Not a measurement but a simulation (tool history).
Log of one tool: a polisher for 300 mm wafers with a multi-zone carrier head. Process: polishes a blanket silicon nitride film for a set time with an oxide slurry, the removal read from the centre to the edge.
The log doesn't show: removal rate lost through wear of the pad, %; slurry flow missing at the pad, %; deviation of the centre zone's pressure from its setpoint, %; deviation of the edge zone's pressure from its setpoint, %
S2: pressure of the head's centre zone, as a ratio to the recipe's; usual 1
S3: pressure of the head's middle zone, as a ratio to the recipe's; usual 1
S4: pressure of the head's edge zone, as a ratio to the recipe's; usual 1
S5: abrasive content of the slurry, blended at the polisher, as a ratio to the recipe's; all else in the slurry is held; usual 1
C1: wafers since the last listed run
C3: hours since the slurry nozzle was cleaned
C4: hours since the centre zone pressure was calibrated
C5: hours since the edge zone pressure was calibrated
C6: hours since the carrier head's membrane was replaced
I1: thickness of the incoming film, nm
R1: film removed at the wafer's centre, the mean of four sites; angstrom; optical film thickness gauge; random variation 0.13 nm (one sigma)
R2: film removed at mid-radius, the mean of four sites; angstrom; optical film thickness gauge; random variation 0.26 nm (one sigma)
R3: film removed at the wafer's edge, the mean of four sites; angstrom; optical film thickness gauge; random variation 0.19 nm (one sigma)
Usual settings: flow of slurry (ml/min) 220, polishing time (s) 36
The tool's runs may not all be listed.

run 1 day=0 | flow_of_slurry_(ml/min)=220 S2=1 S3=1 S4=1 S5=1 polishing_time_(s)=36 | C1=0 wafers_polished_on_this_pad=1922 C3=307.8 C4=741.9 C5=192.3 C6=237.1 | I1=442.2 | R1=187 R2=181 R3=183
-- day=2.196 worn pad replaced by a new one
run 2 day=2.338 | flow_of_slurry_(ml/min)=220 S2=1 S3=1 S4=1 S5=1 polishing_time_(s)=36 | C1=886 wafers_polished_on_this_pad=58 C3=363.9 C4=798 C5=248.4 C6=293.2 | I1=432.8 | R1=186 R2=185 R3=185
run 3 day=3.762 | flow_of_slurry_(ml/min)=220 S2=1 S3=1 S4=1 S5=1 polishing_time_(s)=36 | C1=581 wafers_polished_on_this_pad=640 C3=398.1 C4=832.2 C5=282.6 C6=327.4 | I1=432.7 | R1=186 R2=187 R3=187
run 4 day=6.738 | flow_of_slurry_(ml/min)=220 S2=1 S3=1 S4=1 S5=0.85 polishing_time_(s)=36 | C1=1214 wafers_polished_on_this_pad=1855 C3=469.5 C4=903.6 C5=354 C6=398.8 | I1=438.2 | R1=160 R2=166 R3=159
run 5 day=8.642 | flow_of_slurry_(ml/min)=220 S2=1 S3=1 S4=1 S5=0.85 polishing_time_(s)=36 | C1=777 wafers_polished_on_this_pad=2632 C3=515.2 C4=949.3 C5=399.7 C6=444.5 | I1=439.2 | R1=157 R2=157 R3=157
-- day=9.383 worn pad replaced by a new one
run 6 day=11.033 | flow_of_slurry_(ml/min)=220 S2=1 S3=1 S4=1 S5=0.85 polishing_time_(s)=36 | C1=908 wafers_polished_on_this_pad=674 C3=572.6 C4=1006.7 C5=457.1 C6=501.9 | I1=443.4 | R1=161 R2=161 R3=163
-- day=11.562 centre zone pressure recalibrated
run 7 day=12.954 | flow_of_slurry_(ml/min)=220 S2=1 S3=1 S4=1 S5=1 polishing_time_(s)=36 | C1=750 wafers_polished_on_this_pad=1424 C3=618.7 C4=33.4 C5=503.2 C6=548 | I1=446.9 | R1=182 R2=187 R3=184
run 8 day=14.792 | flow_of_slurry_(ml/min)=220 S2=1 S3=1 S4=1 S5=1 polishing_time_(s)=36 | C1=750 wafers_polished_on_this_pad=2174 C3=662.8 C4=77.5 C5=547.3 C6=592.1 | I1=439.3 | R1=179 R2=185 R3=182
run 9 day=16.162 | flow_of_slurry_(ml/min)=220 S2=1 S3=1 S4=1 S5=1 polishing_time_(s)=36 | C1=559 wafers_polished_on_this_pad=2734 C3=695.7 C4=110.4 C5=580.2 C6=625 | I1=444.9 | R1=179 R2=181 R3=177
-- day=17.233 worn pad replaced by a new one
-- day=17.425 carrier head's membrane replaced by a new one
-- day=17.621 slurry nozzle cleaned
run 10 day=18.804 | flow_of_slurry_(ml/min)=220 S2=1 S3=1 S4=1 S5=1 polishing_time_(s)=32 | C1=915 wafers_polished_on_this_pad=546 C3=28.4 C4=173.8 C5=643.6 C6=33.1 | I1=435.1 | R1=165 R2=168 R3=165
run 11 day=20.7 | flow_of_slurry_(ml/min)=220 S2=1 S3=1 S4=1 S5=1 polishing_time_(s)=36 | C1=774 wafers_polished_on_this_pad=1320 C3=73.9 C4=219.3 C5=689.1 C6=78.6 | I1=440.9 | R1=184 R2=187 R3=185
run 12 day=22.221 | flow_of_slurry_(ml/min)=220 S2=1 S3=1.05 S4=1 S5=1 polishing_time_(s)=36 | C1=620 wafers_polished_on_this_pad=1941 C3=110.4 C4=255.8 C5=725.6 C6=115.1 | I1=443.2 | R1=183 R2=190 R3=181
-- day=24.388 edge zone pressure recalibrated
run 13 day=24.429 | flow_of_slurry_(ml/min)=220 S2=1.04 S3=1 S4=1 S5=1 polishing_time_(s)=36 | C1=867 wafers_polished_on_this_pad=2809 C3=163.4 C4=308.8 C5=1 C6=168.1 | I1=445.8 | R1=180 R2=179 R3=178
-- day=24.779 worn pad replaced by a new one, of another model than before
run 14 day=27.371 | flow_of_slurry_(ml/min)=220 S2=1 S3=1 S4=1 S5=1.3 polishing_time_(s)=36 | C1=1133 wafers_polished_on_this_pad=1058 C3=234 C4=379.4 C5=71.6 C6=238.7 | I1=432.7 | R1=213 R2=224 R3=215
run 15 day=29.058 | flow_of_slurry_(ml/min)=220 S2=1 S3=1 S4=1 S5=0.75 polishing_time_(s)=36 | C1=689 wafers_polished_on_this_pad=1747 C3=274.5 C4=419.9 C5=112.1 C6=279.2 | I1=430.8 | R1=137 R2=139 R3=135
run 16 day=30.15 | flow_of_slurry_(ml/min)=260 S2=1.08 S3=1.03 S4=1 S5=1 polishing_time_(s)=36 | C1=445 wafers_polished_on_this_pad=2193 C3=300.7 C4=446.1 C5=138.3 C6=305.4 | I1=436 | R1=192 R2=193 R3=183
-- day=31.492 worn pad replaced by a new one
run 17 day=31.512 | flow_of_slurry_(ml/min)=220 S2=1 S3=1 S4=1.12 S5=0.85 polishing_time_(s)=36 | C1=488 wafers_polished_on_this_pad=8 C3=333.4 C4=478.8 C5=171 C6=338.1 | I1=442.2 | R1=165 R2=162 R3=172
run 18 day=34.183 | flow_of_slurry_(ml/min)=220 S2=1 S3=1 S4=1 S5=1 polishing_time_(s)=36 | C1=1090 wafers_polished_on_this_pad=1099 C3=397.5 C4=542.9 C5=235.1 C6=402.2 | I1=441.9 | R1=187 R2=187 R3=187

4 ways to go on from here, each from the tool as it stands after run 18. What would each give?
run A day=34.2 | flow_of_slurry_(ml/min)=220 S2=1 S3=1 S4=0.91 S5=1 polishing_time_(s)=36 | C1=6 wafers_polished_on_this_pad=1105 C3=397.9 C4=543.3 C5=235.5 C6=402.6 | I1=444.6 | R1=? R2=? R3=?
run B day=34.2 | flow_of_slurry_(ml/min)=220 S2=1 S3=1 S4=0.9 S5=1 polishing_time_(s)=36 | C1=6 wafers_polished_on_this_pad=1105 C3=397.9 C4=543.3 C5=235.5 C6=402.6 | I1=444.6 | R1=? R2=? R3=?
run C day=34.2 | flow_of_slurry_(ml/min)=220 S2=1.11 S3=1.05 S4=1 S5=1 polishing_time_(s)=36 | C1=6 wafers_polished_on_this_pad=1105 C3=397.9 C4=543.3 C5=235.5 C6=402.6 | I1=444.6 | R1=? R2=? R3=?
run D day=34.2 | flow_of_slurry_(ml/min)=220 S2=1 S3=1.12 S4=1 S5=1 polishing_time_(s)=36 | C1=6 wafers_polished_on_this_pad=1105 C3=397.9 C4=543.3 C5=235.5 C6=402.6 | I1=444.6 | R1=? R2=? R3=?

run=A R1=187 R2=185 R3=175
run=B R1=187 R2=185 R3=175
run=C R1=199 R2=190 R3=183
run=D R1=187 R2=197 R3=183
Without the tool's hidden state the same runs would have given:
run=A R1=188 R2=186 R3=177
run=B R1=188 R2=186 R3=176
run=C R1=201 R2=191 R3=185
run=D R1=189 R2=199 R3=185

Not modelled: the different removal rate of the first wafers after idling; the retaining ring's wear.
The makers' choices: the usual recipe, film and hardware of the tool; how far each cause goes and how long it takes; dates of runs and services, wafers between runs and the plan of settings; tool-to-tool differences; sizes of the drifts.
